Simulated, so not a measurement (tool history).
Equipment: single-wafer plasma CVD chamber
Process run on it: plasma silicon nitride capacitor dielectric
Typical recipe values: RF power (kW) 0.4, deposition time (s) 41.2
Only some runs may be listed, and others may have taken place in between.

| run | hour | RF power (kW) | deposition time (s) | wafers since the last listed run | hours since the last RF generator calibration | hours since the showerhead was replaced | hours since the gauge calibration | read-back reference wafer on the same gauge, thickness_nm | mean film thickness on the monitor wafer (nm) |
|---|---|---|---|---|---|---|---|---|---|
| 1 | 0 | 0.4 | 44 | 0 | 302.9 | 5571.9 | 67.2 | 58.498 | 63.795 |
| 2 | 49.8 | 0.4 | 41.2 | 1592 | 352.7 | 5621.7 | 117 | 58.696 | 59.447 |
| 3 | 77.5 | 0.4 | 41.2 | 885 | 380.4 | 5649.4 | 144.7 | 58.635 | 59.392 |
| 4 | 119.8 | 0.4 | 41.2 | 1352 | 422.7 | 5691.7 | 187 | 58.641 | 59.121 |
| 5 | 148.2 | 0.4 | 41.2 | 908 | 451.1 | 5720.1 | 215.4 | 58.619 | 59.745 |
| 6 | 182 | 0.4 | 41.2 | 1081 | 484.9 | 5753.9 | 249.2 | 58.541 | 59.212 |
| 7 | 233.7 | 0.4 | 41.2 | 1653 | 536.6 | 5805.6 | 300.9 | 58.615 | 59.017 |
| 8 | 259.3 | 0.4 | 41.2 | 818 | 562.2 | 5831.2 | 326.5 | 58.529 | 58.98 |
| 9 | 323.4 | 0.4 | 41.2 | 2050 | 626.3 | 5895.3 | 390.6 | 58.589 | 59.143 |
| 10 | 371.8 | 0.46 | 41.2 | 1548 | 674.7 | 5943.7 | 439 | 58.551 | 62.604 |
| 11 | 411.3 | 0.4 | 46.3 | 1263 | 714.2 | 5983.2 | 478.5 | 58.629 | 66.598 |
| 12 | 447 | 0.33 | 36 | 1141 | 749.9 | 6018.9 | 514.2 | 58.574 | 47.943 |
| 13 | 498.8 | 0.4 | 41.2 | 1656 | 801.7 | 6070.7 | 566 | 58.544 | 59.094 |
|  | 547 | showerhead replaced |
| 14 | 660.4 | 0.4 | 41.2 | 4912 | 963.3 | 113.4 | 727.6 | 58.489 | 58.543 |
|  | 727.9 | RF generator calibrated |
| 15 | 731.9 | 0.47 | 38 | 2030 | 4 | 184.9 | 799.1 | 58.503 | 58.916 |
| 16 | 761.9 | 0.34 | 49 | 959 | 34 | 214.9 | 829.1 | 58.523 | 68.646 |
| 17 | 793.4 | 0.465 | 38.7 | 1007 | 65.5 | 246.4 | 860.6 | 58.689 | 60.254 |
|  | 813 | gauge calibrated |
| 18 | 840.6 | 0.4 | 41.2 | 1509 | 112.7 | 293.6 | 27.6 | 58.589 | 60.012 |
| 19 | 886.6 | 0.4 | 41.2 | 1471 | 158.7 | 339.6 | 73.6 | 58.589 | 60.364 |
| 20 | 930.3 | 0.34 | 48.5 | 1397 | 202.4 | 383.3 | 117.3 | 58.614 | 67.263 |
| 21 | 963.3 | 0.43 | 38.8 | 1055 | 235.4 | 416.3 | 150.3 | 58.656 | 58.418 |

For run 22, what comes out?
| 22 | 990.6 | 0.43 | 33.8 | 873 | 262.7 | 443.6 | 177.6 | ? | ? |

read-back reference wafer on the same gauge, thickness_nm: 58.571
mean film thickness on the monitor wafer (nm): 50.604
If the tool had no hidden condition, the same run with the same run-to-run variation would have returned mean film thickness on the monitor wafer (nm) 51.396.
